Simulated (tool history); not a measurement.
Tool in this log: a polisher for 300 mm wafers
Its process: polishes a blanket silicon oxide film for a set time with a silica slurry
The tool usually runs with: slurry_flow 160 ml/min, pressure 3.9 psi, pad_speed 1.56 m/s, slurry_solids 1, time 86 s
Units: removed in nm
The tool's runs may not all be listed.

run	day	slurry_flow	pressure	pad_speed	slurry_solids	time	incoming thickness of the incoming film, nm	removed
1	0	160	3.9	1.56	1	86	1185.4	271.6
2	0.588	160	3.9	1.56	1	86	1191.1	267.8
3	1.329	160	3.9	1.56	1	86	1191.4	264.9
4	1.783	160	3.9	1.56	1	86	1200.1	261.7
# day 1.992: slurry blender recalibrated
5	2.5	160	3.9	1.56	1	86	1180.9	264.7
6	2.958	160	3.9	1.56	1	86	1195.6	266.9
7	3.358	160	3.9	1.56	1	86	1186.2	258.3
# day 3.7: head pressure recalibrated
8	3.8	160	3.9	1.56	1	86	1195.6	268.1
9	4.162	160	3.9	1.56	1	86	1182.2	262.8
10	4.679	140	2.6	2.02	1	86	1204.4	193.9
11	4.962	160	3.9	1.56	1	86	1185.8	259.1
12	5.546	160	3.9	2.1	1	86	1177.6	301.9
# day 5.904: worn pad replaced by a new one
13	5.925	160	3.9	1.56	1	86	1163.8	272.3
14	6.533	110	3.9	1.56	1	72	1213.1	211.8
15	7.558	195	3.4	1.78	0.9	86	1190.6	255.5
# day 7.933: conditioning disc replaced and pad reconditioned
16	9.329	160	3.1	1.36	1.3	110	1194.4	283.3
17	9.625	110	3.9	1.56	1	72	1199.2	206.7
# day 9.992: slurry nozzle cleaned
18	10.204	160	3.9	1.56	1	86	1177.5	275.4
19	10.625	160	4.5	1.56	0.8	86	1180	281.5
20	11.225	160	3.2	1.56	1	86	1197.8	223.1
21	11.567	185	3.9	1.24	1	101	1174.4	288
22	11.929	160	3.9	1.56	1	86	1189.4	268.6
23	12.533	130	3.9	1.96	0.8	74	1178.3	227.2
24	13.25	160	3.9	2	1	109	1168.8	384.1
25	13.608	160	3.9	1.56	1	86	1196.8	267.3

Branching from run 25: 5 alternative next runs. What would each branch give?
A	13.629	160	3.9	1.56	0.9	86	1180.4	?
B	13.629	210	3.9	1.42	1	86	1180.4	?
C	13.629	140	4.5	1.18	1	86	1180.4	?
D	13.629	160	5.2	1.56	1	61	1180.4	?
E	13.629	185	3.9	1.56	1	104	1180.4	?

run	removed
A	250.8
B	260.4
C	255.7
D	248.2
E	325.1
With no hidden state in the tool, these same runs would have given:
run	removed
A	263.4
B	273.5
C	268.5
D	260.6
E	341.4
